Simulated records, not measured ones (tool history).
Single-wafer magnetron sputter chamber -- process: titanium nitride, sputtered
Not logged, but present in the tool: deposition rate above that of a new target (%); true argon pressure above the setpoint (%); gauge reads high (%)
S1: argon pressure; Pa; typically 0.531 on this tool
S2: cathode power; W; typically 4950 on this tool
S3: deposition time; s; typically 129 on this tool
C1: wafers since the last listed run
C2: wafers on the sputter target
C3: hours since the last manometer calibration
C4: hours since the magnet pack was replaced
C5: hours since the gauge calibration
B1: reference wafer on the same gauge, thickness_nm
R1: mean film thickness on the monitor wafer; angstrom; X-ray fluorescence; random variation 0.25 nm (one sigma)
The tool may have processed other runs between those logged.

| run | hour | S1 | S2 | S3 | C1 | C2 | C3 | C4 | C5 | B1 | R1 |
|---|---|---|---|---|---|---|---|---|---|---|---|
| 1 | 0.0 | 0.531 | 4950 | 129 | 0 | 3219 | 685.0 | 4292.8 | 1223.2 | 98.932 | 1089.11 |
| 2 | 41.6 | 0.531 | 4950 | 129 | 546 | 3765 | 726.6 | 4334.4 | 1264.8 | 99.024 | 1089.49 |
| 3 | 146.2 | 0.531 | 4950 | 129 | 1374 | 5139 | 831.2 | 4439.0 | 1369.4 | 99.019 | 1088.46 |
|  | 170.7 | sputter target and shields replaced |
| 4 | 203.2 | 0.531 | 4950 | 114 | 643 | 427 | 888.2 | 4496.0 | 1426.4 | 98.955 | 967.10 |
| 5 | 283.6 | 0.531 | 4950 | 114 | 1056 | 1483 | 968.6 | 4576.4 | 1506.8 | 99.081 | 966.56 |
| 6 | 388.2 | 0.531 | 4950 | 114 | 1374 | 2857 | 1073.2 | 4681.0 | 1611.4 | 99.079 | 963.58 |
| 7 | 495.3 | 0.664 | 5900 | 129 | 1406 | 4264 | 1180.3 | 4788.1 | 1718.5 | 98.982 | 1181.02 |
| 8 | 599.4 | 0.596 | 4950 | 129 | 1367 | 5632 | 1284.4 | 4892.2 | 1822.6 | 98.901 | 1049.83 |
|  | 639.6 | sputter target and shields replaced |
| 9 | 677.4 | 0.596 | 4950 | 129 | 919 | 496 | 1362.4 | 4970.2 | 1900.6 | 98.992 | 1068.37 |
| 10 | 843.6 | 0.596 | 4950 | 129 | 2183 | 2679 | 1528.6 | 5136.4 | 2066.8 | 99.058 | 1065.49 |
| 11 | 907.4 | 0.531 | 4950 | 129 | 838 | 3517 | 1592.4 | 5200.2 | 2130.6 | 99.066 | 1091.65 |
| 12 | 953.2 | 0.531 | 4950 | 129 | 601 | 4119 | 1638.2 | 5246.0 | 2176.4 | 98.995 | 1091.15 |
| 13 | 1001.2 | 0.531 | 4950 | 129 | 630 | 4749 | 1686.2 | 5294.0 | 2224.4 | 98.929 | 1090.79 |
| 14 | 1046.5 | 0.531 | 4950 | 129 | 595 | 5345 | 1731.5 | 5339.3 | 2269.7 | 99.000 | 1084.32 |
|  | 1136.5 | sputter target and shields replaced |
| 15 | 1139.7 | 0.531 | 4950 | 129 | 1119 | 42 | 1824.7 | 5432.5 | 2362.9 | 98.886 | 1098.26 |
| 16 | 1204.7 | 0.531 | 4950 | 153 | 853 | 895 | 1889.7 | 5497.5 | 2427.9 | 98.898 | 1300.82 |
|  | 1231.3 | gauge calibrated |
| 17 | 1271.6 | 0.735 | 4950 | 129 | 878 | 1774 | 1956.6 | 5564.4 | 40.3 | 98.897 | 1000.13 |
|  | 1301.9 | magnet pack replaced |
| 18 | 1335.3 | 0.531 | 4950 | 129 | 731 | 2506 | 2020.3 | 33.4 | 104.0 | 98.912 | 1091.21 |
| 19 | 1434.4 | 0.531 | 4150 | 129 | 1301 | 3808 | 2119.4 | 132.5 | 203.1 | 99.008 | 944.39 |
| 20 | 1533.4 | 0.321 | 4950 | 129 | 1300 | 5108 | 2218.4 | 231.5 | 302.1 | 98.862 | 1187.05 |
|  | 1558.1 | capacitance manometer re-zeroed and calibrated |
| 21 | 1583.4 | 0.650 | 6050 | 129 | 551 | 5660 | 25.3 | 281.5 | 352.1 | 98.964 | 1205.13 |
|  | 1629.7 | sputter target and shields replaced |
| 22 | 1682.7 | 0.531 | 4950 | 129 | 1199 | 695 | 124.6 | 380.8 | 451.4 | 99.030 | 1100.58 |
| 23 | 1718.8 | 0.431 | 3800 | 136 | 474 | 1169 | 160.7 | 416.9 | 487.5 | 98.973 | 985.60 |
| 24 | 1762.3 | 0.531 | 4950 | 129 | 571 | 1741 | 204.2 | 460.4 | 531.0 | 99.039 | 1095.47 |
| 25 | 1838.5 | 0.531 | 5750 | 129 | 1000 | 2742 | 280.4 | 536.6 | 607.2 | 99.058 | 1235.34 |

The next listed run, before its measurement:
| 26 | 1898.9 | 0.531 | 4950 | 129 | 793 | 3535 | 340.8 | 597.0 | 667.6 | ? | ? |

{"run 26": {"B1": 98.969, "R1": 1090.67}}
Without the tool's hidden state the same run would have given R1 1095.53 angstrom.
